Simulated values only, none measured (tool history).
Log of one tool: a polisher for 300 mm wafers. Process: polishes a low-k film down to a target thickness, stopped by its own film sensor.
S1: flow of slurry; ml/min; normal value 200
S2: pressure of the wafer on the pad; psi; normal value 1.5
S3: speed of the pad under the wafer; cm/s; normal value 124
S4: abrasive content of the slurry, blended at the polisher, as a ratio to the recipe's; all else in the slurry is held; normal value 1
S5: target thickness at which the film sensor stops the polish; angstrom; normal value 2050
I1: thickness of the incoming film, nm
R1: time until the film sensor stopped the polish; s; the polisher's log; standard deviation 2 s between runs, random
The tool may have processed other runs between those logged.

run	hour	S1	S2	S3	S4	S5	I1	R1
1	0	200	1.5	140	1	2050	239.4	101.5
2	6.2	200	1.5	140	1	2050	241.6	113.4
3	15.4	200	1.5	124	1	2050	241	114.7
# hour 19.1: slurry nozzle cleaned
4	25.5	200	1.5	158	1	2120	239.4	74
5	42.1	200	1.3	146	1	2000	238.1	124.2
6	72.2	200	1.5	124	0.7	2050	238.4	132.1
# hour 89.9: worn pad replaced by a new one
7	90.4	200	1.5	124	1	2050	240.7	118.1
8	106	200	1.5	124	1	2050	235.2	96.3
9	123.9	165	1.8	156	1	2050	238.9	81.7
10	140.3	200	1.5	124	1	2050	241.8	121.9
# hour 143.3: head pressure recalibrated
11	151.8	135	1.5	124	1.25	2050	243.4	124
12	166.9	200	1.1	90	1	2050	244.3	217.1
13	174.6	225	1.5	124	1	1940	237.6	140
14	190.6	200	1.5	124	1	2050	240.2	118.5
15	196.8	200	1.5	124	0.85	2050	241.3	129.6
16	202.9	150	1.5	124	1.2	2160	238.9	71.2
# hour 208: conditioning disc replaced and pad reconditioned
17	211.9	200	1.5	124	1	2050	243.3	123.5
# hour 221.5: slurry blender recalibrated
18	222	175	1.1	160	1	2050	239.7	127.7
19	226.9	200	1.5	108	1	2050	241.4	132.9
# hour 236.9: worn pad replaced by a new one
20	237.4	200	1.2	124	1	2050	239.9	143.1
21	248.6	200	1.5	166	1	2050	241.2	93.1
22	257.7	200	1.5	124	1	2050	239.1	110.7
23	269.1	165	1.5	124	0.85	2050	236.4	115
24	285.1	200	1.5	124	1	2050	240.6	118.4
25	302.8	200	1.3	124	0.85	2050	238.2	133.8
26	312.6	165	1.1	124	1.25	2110	242	124.8
27	326	200	1.5	124	1	2050	243	125.3

Here are 3 independent what-if runs from the current tool condition. What would each one return?
A	326.5	200	1.5	124	1	2050	239.4	?
B	326.5	200	1.5	124	1	1990	239.4	?
C	326.5	200	1.2	124	1	1950	239.4	?

run	R1
A	114.4
B	134.4
C	181
Had the tool no hidden state, the same runs would have come out as:
run	R1
A	114.4
B	134.4
C	181
